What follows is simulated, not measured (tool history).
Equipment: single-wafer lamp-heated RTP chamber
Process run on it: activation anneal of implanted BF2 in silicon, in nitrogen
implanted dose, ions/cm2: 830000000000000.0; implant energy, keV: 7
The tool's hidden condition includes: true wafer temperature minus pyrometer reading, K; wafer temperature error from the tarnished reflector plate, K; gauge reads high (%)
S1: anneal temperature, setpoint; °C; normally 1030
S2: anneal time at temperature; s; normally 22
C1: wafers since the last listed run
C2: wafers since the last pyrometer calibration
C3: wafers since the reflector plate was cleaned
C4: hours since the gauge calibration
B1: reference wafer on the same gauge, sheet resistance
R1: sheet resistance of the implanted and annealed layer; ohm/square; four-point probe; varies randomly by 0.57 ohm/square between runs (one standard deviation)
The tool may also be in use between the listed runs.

run 1 hour=0 | S1=1030 S2=22 | C1=0 C2=2063 C3=6585 C4=774.4 | B1=218.85 | R1=221.38
run 2 hour=57.6 | S1=1030 S2=22 | C1=547 C2=2611 C3=7133 C4=832 | B1=218.81 | R1=219.34
run 3 hour=150.3 | S1=1030 S2=22 | C1=881 C2=3493 C3=8014 C4=924.7 | B1=219.04 | R1=219.26
run 4 hour=225.7 | S1=1030 S2=22 | C1=717 C2=4210 C3=8732 C4=1000.1 | B1=218.93 | R1=218.29
-- hour=274.1 pyrometer window cleaned and pyrometer calibrated
run 5 hour=274.6 | S1=1030 S2=14 | C1=389 C2=5 C3=9121 C4=1049 | B1=219.15 | R1=242.02
run 6 hour=369.9 | S1=1030 S2=14 | C1=906 C2=911 C3=10027 C4=1144.3 | B1=218.94 | R1=239.98
-- hour=427.5 reflector plate cleaned
run 7 hour=468 | S1=1030 S2=14 | C1=857 C2=1768 C3=385 C4=1242.4 | B1=219.02 | R1=244.96
run 8 hour=508.9 | S1=1030 S2=22 | C1=389 C2=2157 C3=774 C4=1283.3 | B1=218.96 | R1=222.92
run 9 hour=598.1 | S1=1030 S2=22 | C1=848 C2=3006 C3=1622 C4=1372.5 | B1=218.81 | R1=223.03
run 10 hour=650.6 | S1=1030 S2=22 | C1=499 C2=3505 C3=2122 C4=1425 | B1=219.13 | R1=221.91
run 11 hour=756.2 | S1=1030 S2=17 | C1=1004 C2=4510 C3=3126 C4=1530.6 | B1=218.98 | R1=232.44
run 12 hour=892.1 | S1=1030 S2=17 | C1=1292 C2=5803 C3=4419 C4=1666.5 | B1=219.1 | R1=230.8
-- hour=933.6 pyrometer window cleaned and pyrometer calibrated
run 13 hour=951 | S1=1030 S2=17 | C1=484 C2=165 C3=4903 C4=1725.4 | B1=219.04 | R1=235.15
run 14 hour=1025.7 | S1=1053 S2=22 | C1=710 C2=876 C3=5614 C4=1800.1 | B1=218.91 | R1=196.18
-- hour=1094.9 gauge calibrated
run 15 hour=1127.2 | S1=1041 S2=15 | C1=965 C2=1841 C3=6579 C4=32.3 | B1=218.98 | R1=221.24
run 16 hour=1189.1 | S1=1041 S2=15 | C1=588 C2=2430 C3=7168 C4=94.2 | B1=218.93 | R1=220.55
run 17 hour=1264.6 | S1=1041 S2=15 | C1=718 C2=3148 C3=7887 C4=169.7 | B1=218.88 | R1=219.51
run 18 hour=1322.8 | S1=1021 S2=26 | C1=553 C2=3702 C3=8440 C4=227.9 | B1=218.91 | R1=223.67
run 19 hour=1372.4 | S1=1000 S2=30 | C1=471 C2=4174 C3=8912 C4=277.5 | B1=219.02 | R1=247.76
run 20 hour=1418.4 | S1=1030 S2=22 | C1=437 C2=4611 C3=9350 C4=323.5 | B1=219.03 | R1=217.8
run 21 hour=1470.1 | S1=1030 S2=22 | C1=491 C2=5103 C3=9841 C4=375.2 | B1=219.07 | R1=218.53
run 22 hour=1528.8 | S1=1010 S2=12 | C1=558 C2=5662 C3=10400 C4=433.9 | B1=219 | R1=281.16
-- hour=1543.9 pyrometer window cleaned and pyrometer calibrated
-- hour=1602.6 reflector plate cleaned
run 23 hour=1626.3 | S1=1030 S2=14 | C1=775 C2=707 C3=225 C4=531.4 | B1=218.99 | R1=244.88
run 24 hour=1697.5 | S1=1020 S2=33 | C1=677 C2=1385 C3=902 C4=602.6 | B1=218.92 | R1=218.62
run 25 hour=1782.1 | S1=1058 S2=18 | C1=804 C2=2189 C3=1707 C4=687.2 | B1=219.11 | R1=196.38
run 26 hour=1837.8 | S1=1039 S2=11 | C1=529 C2=2719 C3=2237 C4=742.9 | B1=218.98 | R1=238.16
run 27 hour=1919.5 | S1=1030 S2=22 | C1=777 C2=3496 C3=3014 C4=824.6 | B1=218.9 | R1=220.73
run 28 hour=1982.3 | S1=1030 S2=22 | C1=597 C2=4094 C3=3612 C4=887.4 | B1=218.8 | R1=221.23
-- hour=2080.2 pyrometer window cleaned and pyrometer calibrated
run 29 hour=2083.6 | S1=1007 S2=33 | C1=887 C2=32 C3=4499 C4=988.7 | B1=219 | R1=239.64
run 30 hour=2126.5 | S1=1019 S2=34 | C1=408 C2=440 C3=4907 C4=1031.6 | B1=219.09 | R1=219.31
run 31 hour=2220.3 | S1=1050 S2=31 | C1=892 C2=1333 C3=5800 C4=1125.4 | B1=219.09 | R1=188.03
run 32 hour=2258.3 | S1=1006 S2=10 | C1=361 C2=1694 C3=6161 C4=1163.4 | B1=219.03 | R1=306.71
run 33 hour=2356.1 | S1=1011 S2=16 | C1=930 C2=2624 C3=7092 C4=1261.2 | B1=219.14 | R1=265
run 34 hour=2435 | S1=1046 S2=17 | C1=750 C2=3375 C3=7842 C4=1340.1 | B1=219.26 | R1=208.15
run 35 hour=2475.9 | S1=1030 S2=11 | C1=389 C2=3764 C3=8231 C4=1381 | B1=219.1 | R1=249.06
run 36 hour=2531.2 | S1=1011 S2=14 | C1=526 C2=4290 C3=8757 C4=1436.3 | B1=219.06 | R1=269.79
run 37 hour=2607.1 | S1=1039 S2=22 | C1=722 C2=5012 C3=9479 C4=1512.2 | B1=218.99 | R1=207.2

3 options for the next run, each taken on its own from the tool as it stands now. Forecast them:
run A hour=2607.5 | S1=1030 S2=22 | C1=3 C2=5016 C3=9483 C4=1512.6 | B1=? | R1=?
run B hour=2607.5 | S1=1030 S2=34 | C1=3 C2=5016 C3=9483 C4=1512.6 | B1=? | R1=?
run C hour=2607.5 | S1=1004 S2=34 | C1=3 C2=5016 C3=9483 C4=1512.6 | B1=? | R1=?

run=A B1=218.71 R1=217.39
run=B B1=218.71 R1=202.05
run=C B1=218.71 R1=233.35
What these runs would have given with no unlogged condition in the tool:
run=A R1=226.62
run=B R1=209.48
run=C R1=245.66
